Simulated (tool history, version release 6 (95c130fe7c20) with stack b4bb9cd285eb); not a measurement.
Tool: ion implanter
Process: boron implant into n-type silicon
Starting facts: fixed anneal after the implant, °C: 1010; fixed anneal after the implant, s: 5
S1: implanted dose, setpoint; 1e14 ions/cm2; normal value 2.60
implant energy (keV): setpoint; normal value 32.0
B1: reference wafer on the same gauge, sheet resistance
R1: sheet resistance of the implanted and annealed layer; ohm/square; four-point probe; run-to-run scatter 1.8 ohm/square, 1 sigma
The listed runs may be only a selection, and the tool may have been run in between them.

Run 1, day 0.000: usual settings; B1 299.71. Result: R1 338.58 ohm/square.
Run 2, day 4.400: usual settings; B1 301.34. Result: R1 341.85 ohm/square.
Run 3, day 7.708: usual settings; B1 302.59. Result: R1 341.19 ohm/square.
Run 4, day 10.679: usual settings; B1 303.35. Result: R1 345.31 ohm/square.
Run 5, day 12.854: usual settings; B1 304.11. Result: R1 345.11 ohm/square.
Run 6, day 16.575: usual settings but implant energy (keV) 37.5; B1 304.83. Result: R1 338.77 ohm/square.
Run 7, day 26.912: usual settings but implant energy (keV) 37.5; B1 306.94. Result: R1 340.42 ohm/square.
Run 8, day 28.821: usual settings but implant energy (keV) 37.5; B1 306.82. Result: R1 341.00 ohm/square.
Run 9, day 32.925: usual settings; B1 307.80. Result: R1 350.75 ohm/square.
Run 10, day 36.008: usual settings; B1 307.66. Result: R1 348.85 ohm/square.
Run 11, day 40.271: usual settings; B1 308.61. Result: R1 347.61 ohm/square.
Run 12, day 43.233: usual settings; B1 308.28. Result: R1 346.04 ohm/square.
Run 13, day 46.846: usual settings; B1 308.55. Result: R1 350.82 ohm/square.
Run 14, day 51.354: usual settings but implant energy (keV) 40.5; B1 308.96. Result: R1 339.93 ohm/square.
Run 15, day 53.958: usual settings; B1 309.47. Result: R1 350.57 ohm/square.
Run 16, day 58.321: usual settings but S1 2.86 1e14 ions/cm2, implant energy (keV) 38.5; B1 309.21. Result: R1 317.82 ohm/square.
Run 17, day 60.104: usual settings but implant energy (keV) 43.0; B1 309.54. Result: R1 338.65 ohm/square.
Run 18, day 62.533: usual settings but S1 3.19 1e14 ions/cm2; B1 309.43. Result: R1 297.66 ohm/square.
Run 19, day 64.125: usual settings but S1 2.24 1e14 ions/cm2, implant energy (keV) 27.0; B1 309.47. Result: R1 399.78 ohm/square.
Run 20, day 65.950: usual settings but S1 2.19 1e14 ions/cm2, implant energy (keV) 36.0; B1 309.79. Result: R1 392.83 ohm/square.
Run 21, day 69.392: usual settings; B1 301.17. Result: R1 343.46 ohm/square.
Run 22, day 73.342: usual settings but S1 2.99 1e14 ions/cm2; B1 302.25. Result: R1 308.74 ohm/square.
Run 23, day 83.625: usual settings; B1 306.03. Result: R1 346.99 ohm/square.
Run 24, day 85.329: usual settings but S1 2.35 1e14 ions/cm2; B1 305.73. Result: R1 374.56 ohm/square.
Run 25, day 87.825: usual settings but S1 3.03 1e14 ions/cm2; B1 306.41. Result: R1 307.23 ohm/square.
Run 26, day 89.612: usual settings; B1 306.83. Result: R1 347.51 ohm/square.
Run 27, day 93.533: usual settings but S1 2.19 1e14 ions/cm2, implant energy (keV) 21.5; B1 307.26. Result: R1 414.12 ohm/square.
Run 28, day 95.600: usual settings but S1 2.18 1e14 ions/cm2, implant energy (keV) 38.0; B1 308.05. Result: R1 386.24 ohm/square.
Run 29, day 99.492: usual settings but S1 1.90 1e14 ions/cm2, implant energy (keV) 25.5; B1 308.74. Result: R1 452.58 ohm/square.
Run 30, day 103.679: usual settings but S1 2.86 1e14 ions/cm2, implant energy (keV) 22.0; B1 308.73. Result: R1 335.28 ohm/square.

Not shown here: 3 entries made in the log between runs. Locate each between two listed runs and compare the hidden state at the listed run before it with the hidden state at the listed run after it:
After run 8, before run 9: Faraday cup replaced and dose calibrated (day 32.904)
  gauge reads high (%): 2.68 -> 2.85
  what was measured, less what the result would be without the hidden state, R1: +8.89 -> +9.73 ohm/square
After run 15, before run 16: extraction supply calibrated (day 56.496)
  gauge reads high (%): 3.41 -> 3.47
  what was measured, less what the result would be without the hidden state, R1: +11.56 -> +10.67 ohm/square
After run 20, before run 21: gauge calibrated (day 66.158)
  gauge reads high (%): 3.56 -> 0.714
  what was measured, less what the result would be without the hidden state, R1: +13.52 -> +2.43 ohm/square
